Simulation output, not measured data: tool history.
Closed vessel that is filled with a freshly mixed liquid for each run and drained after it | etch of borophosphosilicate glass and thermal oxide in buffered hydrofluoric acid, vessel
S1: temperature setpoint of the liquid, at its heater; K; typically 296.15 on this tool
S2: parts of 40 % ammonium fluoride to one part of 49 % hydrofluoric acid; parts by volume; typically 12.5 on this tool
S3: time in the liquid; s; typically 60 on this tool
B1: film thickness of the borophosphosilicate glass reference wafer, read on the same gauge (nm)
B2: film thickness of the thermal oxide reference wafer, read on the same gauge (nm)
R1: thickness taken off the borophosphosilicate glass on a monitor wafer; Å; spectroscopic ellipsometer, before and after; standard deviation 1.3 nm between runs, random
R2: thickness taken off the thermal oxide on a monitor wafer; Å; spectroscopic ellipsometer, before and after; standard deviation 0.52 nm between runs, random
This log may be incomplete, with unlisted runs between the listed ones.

Run 1, hour 0.0: usual settings; B1 140.01; B2 149.99. Result: R1 1366.4 Å, R2 507.7 Å.
Run 2, hour 21.8: usual settings; B1 140.00; B2 150.00. Result: R1 1357.3 Å, R2 503.4 Å.
Run 3, hour 49.9: usual settings; B1 140.00; B2 150.02. Result: R1 1371.9 Å, R2 507.7 Å.
Run 4, hour 65.8: usual settings; B1 139.99; B2 150.04. Result: R1 1384.4 Å, R2 502.7 Å.
Run 5, hour 86.7: usual settings; B1 140.02; B2 150.02. Result: R1 1368.9 Å, R2 499.5 Å.
Run 6, hour 118.9: usual settings but S1 295.15 K, S3 50 s; B1 140.01; B2 150.00. Result: R1 1075.0 Å, R2 392.8 Å.
Run 7, hour 136.3: usual settings; B1 139.99; B2 149.98. Result: R1 1360.1 Å, R2 495.6 Å.
Run 8, hour 167.0: usual settings; B1 139.99; B2 150.02. Result: R1 1360.6 Å, R2 492.4 Å.
Run 9, hour 201.3: usual settings; B1 139.99; B2 150.01. Result: R1 1345.8 Å, R2 497.6 Å.
Run 10, hour 231.0: usual settings but S2 9.0 parts by volume; B1 140.02; B2 149.97. Result: R1 1765.3 Å, R2 656.2 Å.
Run 11, hour 249.3: usual settings but S2 9.0 parts by volume; B1 139.97; B2 149.99. Result: R1 1744.6 Å, R2 651.3 Å.
Run 12, hour 263.4: usual settings but S2 15.5 parts by volume; B1 140.01; B2 150.01. Result: R1 1063.2 Å, R2 396.9 Å.
Run 13, hour 292.0: usual settings; B1 140.01; B2 150.02. Result: R1 1312.0 Å, R2 494.4 Å.
Run 14, hour 314.6: usual settings but S1 298.15 K; B1 139.99; B2 149.98. Result: R1 1471.2 Å, R2 543.4 Å.
Run 15, hour 345.7: usual settings but S2 9.0 parts by volume; B1 140.03; B2 150.01. Result: R1 1758.5 Å, R2 637.3 Å.
Run 16, hour 379.9: usual settings; B1 140.00; B2 150.00. Result: R1 1297.6 Å, R2 476.9 Å.
Run 17, hour 398.6: usual settings but S2 16.0 parts by volume; B1 140.01; B2 149.99. Result: R1 1024.0 Å, R2 370.6 Å.
At hour 418.6: thermometer replaced.
At hour 421.8: gauge calibrated.
Run 18, hour 429.3: usual settings but S1 295.15 K, S3 50 s; B1 140.01; B2 150.00. Result: R1 1160.4 Å, R2 427.0 Å.
At hour 430.4: hydrofluoric acid flow meter replaced.
Run 19, hour 449.8: usual settings but S1 293.65 K, S2 14.5 parts by volume; B1 140.02; B2 150.01. Result: R1 1115.3 Å, R2 405.6 Å.
Run 20, hour 465.8: usual settings but S2 9.5 parts by volume, S3 30 s; B1 140.01; B2 150.01. Result: R1 918.2 Å, R2 342.0 Å.
Run 21, hour 490.8: usual settings; B1 140.02; B2 150.00. Result: R1 1428.4 Å, R2 532.7 Å.
Run 22, hour 506.5: usual settings but S1 298.65 K, S2 11.0 parts by volume; B1 140.01; B2 150.00. Result: R1 1856.7 Å, R2 681.9 Å.
Run 23, hour 523.0: usual settings but S3 35 s; B1 140.00; B2 150.00. Result: R1 840.4 Å, R2 310.0 Å.
Run 24, hour 545.4: usual settings but S1 298.65 K, S2 17.5 parts by volume, S3 85 s; B1 140.00; B2 150.00. Result: R1 1666.6 Å, R2 602.1 Å.

Results per run with the tool's hidden condition removed, run-to-run variation unchanged:
The hidden state here: liquid colder than its thermometer reads (K); hydrofluoric acid flow above the setpoint (%); gauge reads high (%).
run      R1     R2
  1  1446.9  538.0
  2  1441.9  535.2
  3  1463.1  541.8
  4  1479.6  537.7
  5  1467.1  535.8
  6  1157.7  423.4
  7  1467.3  535.1
  8  1474.2  534.0
  9  1465.4  542.4
 10  1929.2  717.9
 11  1911.8  714.6
 12  1167.5  436.3
 13  1446.0  545.5
 14  1624.8  600.8
 15  1952.5  708.5
 16  1447.6  532.6
 17  1145.7  415.1
 18  1163.0  427.9
 19  1121.5  407.9
 20   925.2  344.7
 21  1444.0  538.5
 22  1880.7  690.8
 23   853.3  314.8
 24  1696.4  612.9
